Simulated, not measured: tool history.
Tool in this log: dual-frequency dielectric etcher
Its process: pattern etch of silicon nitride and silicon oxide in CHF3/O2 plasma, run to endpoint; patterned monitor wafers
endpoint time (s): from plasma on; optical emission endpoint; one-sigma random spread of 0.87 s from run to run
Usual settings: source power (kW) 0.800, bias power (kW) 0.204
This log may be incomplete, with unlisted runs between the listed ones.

run	hour	source power (kW)	bias power (kW)	incoming incoming film thickness, nm	endpoint time (s)
1	0.0	0.920	0.204	218.8	126.8
# hour 44.4: wet clean of the chamber
2	89.5	0.920	0.204	215.8	126.2
3	164.9	0.920	0.204	214.8	124.6
4	434.3	0.800	0.204	217.1	133.2
# hour 470.7: wet clean of the chamber
5	491.0	0.800	0.204	215.3	132.6
# hour 533.9: source power generator calibrated
6	534.4	0.800	0.204	213.8	132.3
7	597.4	0.800	0.204	215.8	131.6

Forecast run 8:
8	664.9	0.800	0.204	218.0	?

endpoint time (s): 133.7
With the hidden condition absent and the run-to-run variation left alone, this run would have shown endpoint time (s) 133.7.

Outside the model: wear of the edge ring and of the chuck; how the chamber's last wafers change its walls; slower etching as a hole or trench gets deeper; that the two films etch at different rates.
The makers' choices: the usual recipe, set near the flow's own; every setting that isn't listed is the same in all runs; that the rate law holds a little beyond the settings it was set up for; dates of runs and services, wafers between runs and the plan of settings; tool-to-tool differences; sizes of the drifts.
